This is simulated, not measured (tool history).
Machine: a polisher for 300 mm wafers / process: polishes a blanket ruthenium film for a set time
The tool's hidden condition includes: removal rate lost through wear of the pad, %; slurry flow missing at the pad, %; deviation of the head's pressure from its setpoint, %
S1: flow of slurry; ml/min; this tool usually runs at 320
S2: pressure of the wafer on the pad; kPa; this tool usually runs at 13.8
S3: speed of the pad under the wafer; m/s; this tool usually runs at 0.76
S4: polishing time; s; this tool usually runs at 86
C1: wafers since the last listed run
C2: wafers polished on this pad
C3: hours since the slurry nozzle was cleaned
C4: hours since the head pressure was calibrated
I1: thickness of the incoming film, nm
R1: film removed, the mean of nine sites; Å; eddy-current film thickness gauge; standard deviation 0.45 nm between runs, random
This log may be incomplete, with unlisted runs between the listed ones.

run	day	S1	S2	S3	S4	C1	C2	C3	C4	I1	R1
1	0.000	320	16.5	0.76	86	0	406	238.7	572.0	443.6	802
2	0.692	320	13.8	0.76	86	99	505	255.3	588.6	452.9	663
3	1.304	320	13.8	0.76	86	88	594	270.0	603.3	450.8	658
4	1.867	320	13.8	0.76	86	81	675	283.5	616.8	446.0	661
5	2.133	320	13.8	0.76	86	38	714	289.9	623.2	443.7	655
6	2.562	320	13.8	0.76	86	62	776	300.2	633.5	453.5	661
7	2.942	320	13.8	0.76	86	54	831	309.3	642.6	458.1	651
8	3.204	320	13.8	0.76	86	37	869	315.6	648.9	449.9	656
# day 3.554: head pressure recalibrated
# day 3.700: worn pad replaced by a new one
9	3.721	320	17.2	0.76	86	41	3	328.0	4.0	446.1	816
# day 4.321: slurry nozzle cleaned
10	4.358	320	13.8	0.76	86	86	89	0.9	19.3	447.5	680
11	4.871	245	13.8	0.66	86	74	163	13.2	31.6	443.1	581
12	5.600	320	13.8	0.60	86	105	268	30.7	49.1	444.8	553
13	5.871	280	15.9	0.90	69	39	307	37.2	55.6	450.2	720
14	6.454	320	13.8	0.88	86	84	392	51.2	69.6	447.6	770
15	6.742	255	9.0	0.76	99	41	433	58.1	76.5	447.1	498
16	7.442	320	13.8	0.76	86	101	534	74.9	93.3	452.1	669

Consider 5 possible next runs. They are alternatives, not a sequence: every one starts from the tool as it was left by run 16. What does each give?
A	7.458	320	13.8	0.76	86	2	537	75.3	93.7	443.4	?
B	7.458	245	9.7	0.62	65	2	537	75.3	93.7	443.4	?
C	7.458	320	15.9	0.76	64	2	537	75.3	93.7	443.4	?
D	7.458	280	12.4	0.88	86	2	537	75.3	93.7	443.4	?
E	7.458	320	13.8	0.76	99	2	537	75.3	93.7	443.4	?

run	R1
A	666
B	286
C	570
D	675
E	766
Without the tool's unlogged condition, the same runs would have read:
run	R1
A	667
B	286
C	570
D	676
E	768

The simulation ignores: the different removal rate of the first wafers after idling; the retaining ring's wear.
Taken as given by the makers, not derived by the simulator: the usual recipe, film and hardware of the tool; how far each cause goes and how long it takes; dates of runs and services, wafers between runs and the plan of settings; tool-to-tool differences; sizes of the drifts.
